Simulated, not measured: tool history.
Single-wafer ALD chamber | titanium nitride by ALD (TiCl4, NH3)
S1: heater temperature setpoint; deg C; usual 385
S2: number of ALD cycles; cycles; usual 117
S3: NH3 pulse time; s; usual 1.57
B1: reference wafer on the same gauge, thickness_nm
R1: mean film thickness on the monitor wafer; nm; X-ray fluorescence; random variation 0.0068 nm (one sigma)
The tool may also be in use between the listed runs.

Run 1, day 0: usual settings but S1 373 deg C, S2 102 cycles; B1 2.408. Result: R1 2.38 nm.
Run 2, day 1.117: usual settings but S1 373 deg C, S2 102 cycles; B1 2.413. Result: R1 2.385 nm.
Run 3, day 1.912: usual settings but S1 373 deg C, S2 102 cycles; B1 2.411. Result: R1 2.377 nm.
Run 4, day 3.204: usual settings; B1 2.416. Result: R1 2.789 nm.
Run 5, day 4: usual settings; B1 2.416. Result: R1 2.8 nm.
Run 6, day 8.175: usual settings; B1 2.426. Result: R1 2.803 nm.
Run 7, day 9.612: usual settings; B1 2.429. Result: R1 2.809 nm.
Run 8, day 10.942: usual settings; B1 2.431. Result: R1 2.807 nm.
Run 9, day 11.492: usual settings; B1 2.43. Result: R1 2.807 nm.
Run 10, day 12.621: usual settings but S2 102 cycles; B1 2.433. Result: R1 2.444 nm.
At day 13.3: gauge calibrated.
Run 11, day 13.996: usual settings but S2 102 cycles; B1 2.369. Result: R1 2.388 nm.
Run 12, day 15.275: usual settings but S2 102 cycles; B1 2.372. Result: R1 2.395 nm.
At day 16.662: thermocouple changed; heater temperature recalibrated.
Run 13, day 16.683: usual settings; B1 2.375. Result: R1 2.734 nm.
Run 14, day 17.679: usual settings but S2 126 cycles; B1 2.375. Result: R1 2.96 nm.
Run 15, day 20.288: usual settings but S2 126 cycles; B1 2.383. Result: R1 2.965 nm.
Run 16, day 23.983: usual settings but S2 136 cycles, S3 1.1 s; B1 2.391. Result: R1 3.121 nm.
Run 17, day 24.671: usual settings but S1 397 deg C, S3 1.16 s; B1 2.392. Result: R1 2.751 nm.
Run 18, day 25.971: usual settings but S1 395 deg C, S2 100 cycles, S3 1.35 s; B1 2.394. Result: R1 2.37 nm.
Run 19, day 27.104: usual settings but S2 136 cycles, S3 1.94 s; B1 2.396. Result: R1 3.257 nm.
Run 20, day 28.408: usual settings but S1 373 deg C, S2 102 cycles; B1 2.397. Result: R1 2.356 nm.
Run 21, day 29.017: usual settings but S3 2.01 s; B1 2.401. Result: R1 2.811 nm.
At day 30.4: showerhead replaced.
Run 22, day 30.421: usual settings but S1 370 deg C; B1 2.404. Result: R1 2.694 nm.
Run 23, day 30.846: usual settings but S2 124 cycles; B1 2.402. Result: R1 2.938 nm.
Run 24, day 31.388: usual settings; B1 2.404. Result: R1 2.765 nm.
Run 25, day 32.5: usual settings but S1 393 deg C, S3 1.93 s; B1 2.407. Result: R1 2.83 nm.
Run 26, day 35.383: usual settings; B1 2.412. Result: R1 2.784 nm.
Run 27, day 38.362: usual settings; B1 2.418. Result: R1 2.798 nm.
Run 28, day 38.929: usual settings but S2 126 cycles; B1 2.419. Result: R1 3.018 nm.
Run 29, day 40.05: usual settings; B1 2.421. Result: R1 2.795 nm.
At day 40.092: gauge calibrated.
Run 30, day 40.9: usual settings but S2 138 cycles, S3 2.16 s; B1 2.367. Result: R1 3.281 nm.

Forecast each of these 3 alternatives for the next run:
Run A, day 40.925: usual settings; B1 ?. Result: R1 ?.
Run B, day 40.925: usual settings but S1 397 deg C, S2 128 cycles; B1 ?. Result: R1 ?.
Run C, day 40.925: usual settings but S1 399 deg C, S2 101 cycles; B1 ?. Result: R1 ?.

run     B1     R1
  A  2.366  2.733
  B  2.366  3.036
  C  2.366    2.4
Without the tool's hidden state the same runs would have given:
run     R1
  A  2.738
  B  3.041
  C  2.404
